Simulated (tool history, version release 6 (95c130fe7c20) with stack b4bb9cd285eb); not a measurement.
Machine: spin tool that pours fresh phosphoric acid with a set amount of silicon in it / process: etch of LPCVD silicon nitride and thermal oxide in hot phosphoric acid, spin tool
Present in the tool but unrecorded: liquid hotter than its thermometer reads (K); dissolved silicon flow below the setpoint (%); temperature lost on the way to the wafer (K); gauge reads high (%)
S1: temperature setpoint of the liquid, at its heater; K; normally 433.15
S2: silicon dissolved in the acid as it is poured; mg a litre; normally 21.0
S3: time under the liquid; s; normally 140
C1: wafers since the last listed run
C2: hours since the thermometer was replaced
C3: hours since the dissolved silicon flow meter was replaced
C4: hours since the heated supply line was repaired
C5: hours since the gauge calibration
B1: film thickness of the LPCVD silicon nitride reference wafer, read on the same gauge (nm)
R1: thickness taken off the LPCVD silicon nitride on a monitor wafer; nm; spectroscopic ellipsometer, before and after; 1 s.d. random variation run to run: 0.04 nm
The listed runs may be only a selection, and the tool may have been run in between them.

{"run": 1, "hour": 0.0, "S1": 432.15, "S2": 21.0, "S3": 140, "C1": 0, "C2": 1116.2, "C3": 1455.2, "C4": 2221.0, "C5": 681.6, "B1": 30.0, "R1": 11.75}
{"run": 2, "hour": 91.1, "S1": 432.15, "S2": 21.0, "S3": 140, "C1": 664, "C2": 1207.3, "C3": 1546.3, "C4": 2312.1, "C5": 772.7, "B1": 30.01, "R1": 11.77}
{"run": 3, "hour": 352.0, "S1": 433.15, "S2": 13.5, "S3": 140, "C1": 1902, "C2": 1468.2, "C3": 1807.2, "C4": 2573.0, "C5": 1033.6, "B1": 29.99, "R1": 12.17}
{"run": 4, "hour": 453.1, "S1": 433.15, "S2": 21.0, "S3": 140, "C1": 737, "C2": 1569.3, "C3": 1908.3, "C4": 2674.1, "C5": 1134.7, "B1": 30.01, "R1": 12.2}
{"run": 5, "hour": 533.6, "S1": 433.15, "S2": 21.0, "S3": 140, "C1": 587, "C2": 1649.8, "C3": 1988.8, "C4": 2754.6, "C5": 1215.2, "B1": 30.0, "R1": 12.13}
{"run": 6, "hour": 575.6, "S1": 433.15, "S2": 21.0, "S3": 140, "C1": 306, "C2": 1691.8, "C3": 2030.8, "C4": 2796.6, "C5": 1257.2, "B1": 30.02, "R1": 12.06}
{"hour": 593.9, "done": "dissolved silicon flow meter replaced"}
{"run": 7, "hour": 676.3, "S1": 433.15, "S2": 21.0, "S3": 140, "C1": 727, "C2": 1792.5, "C3": 82.4, "C4": 2897.3, "C5": 1357.9, "B1": 30.0, "R1": 12.16}
{"run": 8, "hour": 755.6, "S1": 433.15, "S2": 21.0, "S3": 140, "C1": 578, "C2": 1871.8, "C3": 161.7, "C4": 2976.6, "C5": 1437.2, "B1": 30.0, "R1": 12.1}
{"run": 9, "hour": 802.4, "S1": 434.65, "S2": 31.5, "S3": 140, "C1": 341, "C2": 1918.6, "C3": 208.5, "C4": 3023.4, "C5": 1484.0, "B1": 29.98, "R1": 12.83}
{"run": 10, "hour": 897.9, "S1": 433.15, "S2": 21.0, "S3": 140, "C1": 696, "C2": 2014.1, "C3": 304.0, "C4": 3118.9, "C5": 1579.5, "B1": 29.98, "R1": 12.09}
{"run": 11, "hour": 968.1, "S1": 432.15, "S2": 32.5, "S3": 175, "C1": 512, "C2": 2084.3, "C3": 374.2, "C4": 3189.1, "C5": 1649.7, "B1": 30.01, "R1": 14.62}
{"hour": 1016.4, "done": "heated supply line repaired"}
{"hour": 1032.9, "done": "thermometer replaced"}
{"run": 12, "hour": 1075.5, "S1": 433.15, "S2": 21.0, "S3": 140, "C1": 768, "C2": 42.6, "C3": 481.6, "C4": 59.1, "C5": 1757.1, "B1": 29.99, "R1": 12.59}
{"hour": 1156.5, "done": "gauge calibrated"}
{"run": 13, "hour": 1171.8, "S1": 433.15, "S2": 30.0, "S3": 80, "C1": 702, "C2": 138.9, "C3": 577.9, "C4": 155.4, "C5": 15.3, "B1": 29.99, "R1": 7.2}
{"run": 14, "hour": 1208.8, "S1": 436.15, "S2": 6.5, "S3": 60, "C1": 269, "C2": 175.9, "C3": 614.9, "C4": 192.4, "C5": 52.3, "B1": 30.0, "R1": 5.97}
{"run": 15, "hour": 1251.6, "S1": 433.15, "S2": 21.0, "S3": 115, "C1": 312, "C2": 218.7, "C3": 657.7, "C4": 235.2, "C5": 95.1, "B1": 30.0, "R1": 10.37}
{"run": 16, "hour": 1345.2, "S1": 432.15, "S2": 32.5, "S3": 175, "C1": 682, "C2": 312.3, "C3": 751.3, "C4": 328.8, "C5": 188.7, "B1": 30.0, "R1": 15.32}
{"run": 17, "hour": 1408.6, "S1": 433.15, "S2": 21.0, "S3": 140, "C1": 462, "C2": 375.7, "C3": 814.7, "C4": 392.2, "C5": 252.1, "B1": 30.0, "R1": 12.6}
{"run": 18, "hour": 1500.5, "S1": 431.15, "S2": 9.0, "S3": 180, "C1": 670, "C2": 467.6, "C3": 906.6, "C4": 484.1, "C5": 344.0, "B1": 30.0, "R1": 15.09}
{"run": 19, "hour": 1583.6, "S1": 433.15, "S2": 21.0, "S3": 165, "C1": 606, "C2": 550.7, "C3": 989.7, "C4": 567.2, "C5": 427.1, "B1": 30.02, "R1": 14.8}

4 ways to go on from here, each from the tool as it stands after run 19. What would each give?
{"run": "A", "hour": 1584.1, "S1": 433.15, "S2": 21.0, "S3": 140, "C1": 3, "C2": 551.2, "C3": 990.2, "C4": 567.7, "C5": 427.6, "B1": "?", "R1": "?"}
{"run": "B", "hour": 1584.1, "S1": 434.65, "S2": 28.5, "S3": 175, "C1": 3, "C2": 551.2, "C3": 990.2, "C4": 567.7, "C5": 427.6, "B1": "?", "R1": "?"}
{"run": "C", "hour": 1584.1, "S1": 430.65, "S2": 26.0, "S3": 190, "C1": 3, "C2": 551.2, "C3": 990.2, "C4": 567.7, "C5": 427.6, "B1": "?", "R1": "?"}
{"run": "D", "hour": 1584.1, "S1": 434.15, "S2": 35.0, "S3": 95, "C1": 3, "C2": 551.2, "C3": 990.2, "C4": 567.7, "C5": 427.6, "B1": "?", "R1": "?"}

run=A B1=30.01 R1=12.60
run=B B1=30.01 R1=16.57
run=C B1=30.01 R1=15.72
run=D B1=30.01 R1=8.84
The same runs, with their run-to-run variation unchanged, on a tool lacking any hidden condition would have given:
run=A R1=12.64
run=B R1=16.62
run=C R1=15.77
run=D R1=8.87
